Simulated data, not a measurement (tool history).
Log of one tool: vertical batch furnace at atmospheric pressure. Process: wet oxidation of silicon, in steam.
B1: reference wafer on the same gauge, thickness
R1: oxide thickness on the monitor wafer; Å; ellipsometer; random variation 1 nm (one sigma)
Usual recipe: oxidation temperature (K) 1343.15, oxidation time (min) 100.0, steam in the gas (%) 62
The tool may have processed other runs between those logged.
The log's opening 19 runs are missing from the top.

run 20 hour=443.8 | oxidation_temperature_(K)=1343.15 oxidation_time_(min)=100.0 steam_in_the_gas_(%)=70 | B1=644.99 | R1=7271.5
run 21 hour=456.3 | oxidation_temperature_(K)=1360.15 oxidation_time_(min)=100.0 steam_in_the_gas_(%)=73 | B1=645.19 | R1=7910.4
-- hour=509.1 steam generator serviced
-- hour=531.1 gauge calibrated
run 22 hour=537.6 | oxidation_temperature_(K)=1320.15 oxidation_time_(min)=63.5 steam_in_the_gas_(%)=70 | B1=644.73 | R1=5236.1
run 23 hour=584.6 | oxidation_temperature_(K)=1343.15 oxidation_time_(min)=100.0 steam_in_the_gas_(%)=70 | B1=644.72 | R1=7395.0
run 24 hour=619.2 | oxidation_temperature_(K)=1332.15 oxidation_time_(min)=75.5 steam_in_the_gas_(%)=65 | B1=645.22 | R1=5829.8
run 25 hour=632.0 | oxidation_temperature_(K)=1357.15 oxidation_time_(min)=129.0 steam_in_the_gas_(%)=57 | B1=645.02 | R1=7936.7
run 26 hour=659.3 | oxidation_temperature_(K)=1343.15 oxidation_time_(min)=100.0 steam_in_the_gas_(%)=51 | B1=645.21 | R1=6207.1
run 27 hour=673.9 | oxidation_temperature_(K)=1334.15 oxidation_time_(min)=65.0 steam_in_the_gas_(%)=62 | B1=645.48 | R1=5266.2
run 28 hour=711.7 | oxidation_temperature_(K)=1326.15 oxidation_time_(min)=67.5 steam_in_the_gas_(%)=54 | B1=645.22 | R1=4800.2
run 29 hour=747.2 | oxidation_temperature_(K)=1343.15 oxidation_time_(min)=100.0 steam_in_the_gas_(%)=62 | B1=644.98 | R1=6895.1
run 30 hour=773.5 | oxidation_temperature_(K)=1343.15 oxidation_time_(min)=100.0 steam_in_the_gas_(%)=62 | B1=645.29 | R1=6904.3
run 31 hour=788.3 | oxidation_temperature_(K)=1328.15 oxidation_time_(min)=125.0 steam_in_the_gas_(%)=62 | B1=645.19 | R1=7379.6
run 32 hour=818.4 | oxidation_temperature_(K)=1343.15 oxidation_time_(min)=126.5 steam_in_the_gas_(%)=62 | B1=644.61 | R1=7851.0
run 33 hour=881.8 | oxidation_temperature_(K)=1343.15 oxidation_time_(min)=51.0 steam_in_the_gas_(%)=62 | B1=644.72 | R1=4744.4

Each row is a separate what-if for the run after 33, all from the same tool condition, not one after another. Results?
run A hour=888.0 | oxidation_temperature_(K)=1343.15 oxidation_time_(min)=100.0 steam_in_the_gas_(%)=62 | B1=? | R1=?
run B hour=888.0 | oxidation_temperature_(K)=1343.15 oxidation_time_(min)=100.0 steam_in_the_gas_(%)=58 | B1=? | R1=?
run C hour=888.0 | oxidation_temperature_(K)=1353.15 oxidation_time_(min)=84.5 steam_in_the_gas_(%)=65 | B1=? | R1=?

run=A B1=645.19 R1=6908.8
run=B B1=645.19 R1=6662.1
run=C B1=645.19 R1=6706.8
Stripped of hidden state, with their random variation kept, the same runs would have yielded:
run=A R1=6916.1
run=B R1=6669.1
run=C R1=6713.8
